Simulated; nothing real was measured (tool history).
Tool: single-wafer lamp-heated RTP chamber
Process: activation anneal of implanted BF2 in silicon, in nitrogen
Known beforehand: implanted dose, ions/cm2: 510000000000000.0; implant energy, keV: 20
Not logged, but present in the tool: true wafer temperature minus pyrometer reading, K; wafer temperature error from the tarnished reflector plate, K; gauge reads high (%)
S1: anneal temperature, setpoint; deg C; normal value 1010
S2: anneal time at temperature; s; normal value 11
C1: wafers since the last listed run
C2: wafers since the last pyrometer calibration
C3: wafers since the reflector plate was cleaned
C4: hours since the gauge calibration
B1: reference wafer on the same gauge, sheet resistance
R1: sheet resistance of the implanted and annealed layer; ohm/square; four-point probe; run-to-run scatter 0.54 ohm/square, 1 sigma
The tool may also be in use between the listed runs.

run	hour	S1	S2	C1	C2	C3	C4	B1	R1
1	0.0	1010	11	0	936	5317	346.5	322.95	275.27
2	11.7	1010	11	159	1096	5477	358.2	323.05	274.31
3	26.7	991	10	205	1301	5682	373.2	322.97	285.52
4	38.8	991	10	165	1467	5847	385.3	322.94	283.80
5	55.7	991	10	231	1698	6079	402.2	323.05	284.17
6	67.5	1010	11	161	1859	6240	414.0	322.97	272.79
7	76.3	1010	11	120	1979	6360	422.8	323.05	274.57
8	93.1	1010	11	229	2209	6590	439.6	322.95	272.55
9	108.2	1010	11	206	2415	6796	454.7	323.09	273.79
10	117.4	1010	11	125	2541	6922	463.9	323.17	272.65
11	131.2	1010	6	188	2730	7111	477.7	322.80	278.02
12	147.3	1010	6	220	2950	7331	493.8	323.08	278.46
13	161.4	1010	6	192	3143	7524	507.9	323.01	278.41
14	170.4	1010	11	123	3266	7647	516.9	323.02	271.52
15	182.1	1010	11	159	3426	7807	528.6	323.01	271.57
16	192.7	1010	11	144	3571	7951	539.2	322.84	272.01
17	205.6	997	11	176	3747	8128	552.1	323.01	277.51
18	219.1	1010	11	184	3931	8312	565.6	322.95	271.68
# hour 227.0: gauge calibrated
19	232.1	998	5	177	4109	8490	5.1	323.08	283.46
20	238.8	1010	17	91	4201	8582	11.8	323.02	266.24
21	246.8	1039	6	109	4310	8691	19.8	323.11	264.93
22	260.4	1010	11	185	4496	8877	33.4	322.96	270.99
# hour 269.5: reflector plate cleaned
23	270.0	1010	11	21	4518	6	43.0	322.98	272.88
24	286.4	1010	11	224	4742	230	59.4	322.98	273.55
25	295.1	999	5	118	4861	349	68.1	323.04	287.45
26	328.1	1010	5	451	5312	800	101.1	323.00	279.19
27	336.1	1010	11	109	5422	910	109.1	322.85	272.45
# hour 361.0: pyrometer window cleaned and pyrometer calibrated
28	361.5	1024	15	237	6	1148	134.5	322.97	268.66
29	362.0	1010	5	6	13	1154	135.0	323.05	286.72
30	370.5	1001	15	116	129	1271	143.5	323.03	278.30
31	382.5	993	6	164	293	1435	155.5	323.03	294.51
32	390.4	990	11	108	401	1543	163.4	322.94	289.38
33	396.8	1010	11	87	488	1630	169.8	322.92	278.06
34	403.1	991	11	86	574	1716	176.1	322.99	287.39
35	409.5	1018	4	87	662	1804	182.5	322.83	282.61
36	447.4	1010	11	518	1180	2322	220.4	322.97	275.09
37	459.9	1031	8	170	1351	2493	232.9	323.00	270.76
38	473.1	1010	11	180	1531	2673	246.1	322.93	274.87

Entry by entry between the runs, the difference in hidden state between the last listed run before and the first listed run after:
In the gap between runs 18 and 19: gauge calibrated (hour 227.0)
  true wafer temperature minus pyrometer reading, K: 8.77 -> 9.11; wafer temperature error from the tarnished reflector plate, K: 7.75 -> 7.9
  measured result minus the result with no hidden state, R1: -7.11 -> -11.00 ohm/square
In the gap between runs 22 and 23: reflector plate cleaned (hour 269.5)
  true wafer temperature minus pyrometer reading, K: 9.88 -> 10.1; wafer temperature error from the tarnished reflector plate, K: 8.24 -> 0.155
  measured result minus the result with no hidden state, R1: -7.77 -> -4.48 ohm/square
In the gap between runs 27 and 28: pyrometer window cleaned and pyrometer calibrated (hour 361.0)
  true wafer temperature minus pyrometer reading, K: 11.9 -> 0.508; wafer temperature error from the tarnished reflector plate, K: 0.94 -> 1.24
  measured result minus the result with no hidden state, R1: -5.58 -> -0.73 ohm/square
